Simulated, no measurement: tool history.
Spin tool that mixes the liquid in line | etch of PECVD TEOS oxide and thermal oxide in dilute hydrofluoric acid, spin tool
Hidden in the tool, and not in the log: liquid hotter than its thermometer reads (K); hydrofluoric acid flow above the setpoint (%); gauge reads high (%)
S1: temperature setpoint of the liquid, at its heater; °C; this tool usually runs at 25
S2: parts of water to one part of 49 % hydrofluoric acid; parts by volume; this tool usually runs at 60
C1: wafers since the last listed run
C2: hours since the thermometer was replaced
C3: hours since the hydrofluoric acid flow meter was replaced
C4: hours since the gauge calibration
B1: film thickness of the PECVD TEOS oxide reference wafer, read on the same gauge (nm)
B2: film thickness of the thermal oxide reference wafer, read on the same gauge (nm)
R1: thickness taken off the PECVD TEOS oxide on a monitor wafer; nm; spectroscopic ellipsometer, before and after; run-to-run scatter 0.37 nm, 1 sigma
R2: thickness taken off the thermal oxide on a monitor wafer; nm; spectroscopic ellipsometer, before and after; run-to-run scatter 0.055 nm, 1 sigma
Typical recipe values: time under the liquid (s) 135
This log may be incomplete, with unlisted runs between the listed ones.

Run 1, hour 0: usual settings but time under the liquid (s) 95; C1 0; C2 1466.3; C3 1564.4; C4 590.1; B1 39.96; B2 130. Result: R1 34.77 nm, R2 8.98 nm.
Run 2, hour 69.9: usual settings but S2 35 parts by volume; C1 360; C2 1536.2; C3 1634.3; C4 660; B1 40; B2 129.99. Result: R1 86.99 nm, R2 22.73 nm.
Run 3, hour 109.3: usual settings but S2 50 parts by volume, time under the liquid (s) 100; C1 203; C2 1575.6; C3 1673.7; C4 699.4; B1 40; B2 129.98. Result: R1 44.31 nm, R2 11.57 nm.
Run 4, hour 172.9: usual settings but S2 50 parts by volume, time under the liquid (s) 100; C1 327; C2 1639.2; C3 1737.3; C4 763; B1 40; B2 130. Result: R1 44.76 nm, R2 11.68 nm.
Run 5, hour 235.4: usual settings but S2 50 parts by volume, time under the liquid (s) 100; C1 322; C2 1701.7; C3 1799.8; C4 825.5; B1 39.96; B2 129.98. Result: R1 45.24 nm, R2 11.62 nm.
At hour 258.8: gauge calibrated.
Run 6, hour 260.4: usual settings; C1 128; C2 1726.7; C3 1824.8; C4 1.6; B1 40; B2 130.04. Result: R1 49.26 nm, R2 12.89 nm.
Run 7, hour 292.1: usual settings; C1 163; C2 1758.4; C3 1856.5; C4 33.3; B1 39.98; B2 130.04. Result: R1 49.54 nm, R2 12.93 nm.
Run 8, hour 333.7: usual settings; C1 214; C2 1800; C3 1898.1; C4 74.9; B1 40; B2 129.98. Result: R1 49.49 nm, R2 12.93 nm.
At hour 367.4: thermometer replaced.
Run 9, hour 391.1: usual settings; C1 290; C2 23.7; C3 1955.5; C4 132.3; B1 40.01; B2 129.98. Result: R1 50.82 nm, R2 13.03 nm.
At hour 401.4: hydrofluoric acid flow meter replaced.
Run 10, hour 456.4: usual settings but S1 28.5 °C, S2 50 parts by volume, time under the liquid (s) 90; C1 331; C2 89; C3 55; C4 197.6; B1 39.99; B2 130.01. Result: R1 49.75 nm, R2 12.92 nm.
Run 11, hour 496.7: usual settings but S2 45 parts by volume; C1 207; C2 129.3; C3 95.3; C4 237.9; B1 39.99; B2 130. Result: R1 73.67 nm, R2 18.95 nm.
Run 12, hour 526.8: usual settings; C1 155; C2 159.4; C3 125.4; C4 268; B1 40; B2 130. Result: R1 54.3 nm, R2 13.99 nm.
At hour 559.5: hydrofluoric acid flow meter replaced, repeated, since the last time left the tool worse.
Run 13, hour 563.6: usual settings but time under the liquid (s) 200; C1 184; C2 196.2; C3 4.1; C4 304.8; B1 40.05; B2 130.01. Result: R1 69.52 nm, R2 17.77 nm.
Run 14, hour 600.7: usual settings but S1 23 °C; C1 191; C2 233.3; C3 41.2; C4 341.9; B1 40.03; B2 130.04. Result: R1 42.52 nm, R2 11.15 nm.
Run 15, hour 665.5: usual settings but S1 21 °C, S2 40 parts by volume, time under the liquid (s) 200; C1 334; C2 298.1; C3 106; C4 406.7; B1 39.93; B2 129.97. Result: R1 88.28 nm, R2 23.35 nm.
Run 16, hour 702.4: usual settings; C1 190; C2 335; C3 142.9; C4 443.6; B1 39.98; B2 130.03. Result: R1 47.17 nm, R2 12.03 nm.

Below are 4 alternative next runs, each starting from the tool's condition after run 16. Predict each:
Run A, hour 702.9: usual settings but time under the liquid (s) 105; C1 2; C2 335.5; C3 143.4; C4 444.1; B1 ?; B2 ?. Result: R1 ?, R2 ?.
Run B, hour 702.9: usual settings but S1 21.5 °C; C1 2; C2 335.5; C3 143.4; C4 444.1; B1 ?; B2 ?. Result: R1 ?, R2 ?.
Run C, hour 702.9: usual settings but S1 29.5 °C; C1 2; C2 335.5; C3 143.4; C4 444.1; B1 ?; B2 ?. Result: R1 ?, R2 ?.
Run D, hour 702.9: usual settings but S2 35 parts by volume, time under the liquid (s) 185; C1 2; C2 335.5; C3 143.4; C4 444.1; B1 ?; B2 ?. Result: R1 ?, R2 ?.

run     B1   B2      R1     R2
  A  39.95  130   36.26   9.43
  B  39.95  130   40.38  10.51
  C  39.95  130   55.76  14.51
  D  39.95  130  113.28  29.47
With the hidden condition removed and each run's random variation left untouched, the same runs would have given:
run     R1     R2
  A   35.9   9.34
  B  39.98   10.4
  C   55.2  14.36
  D  112.2  29.19
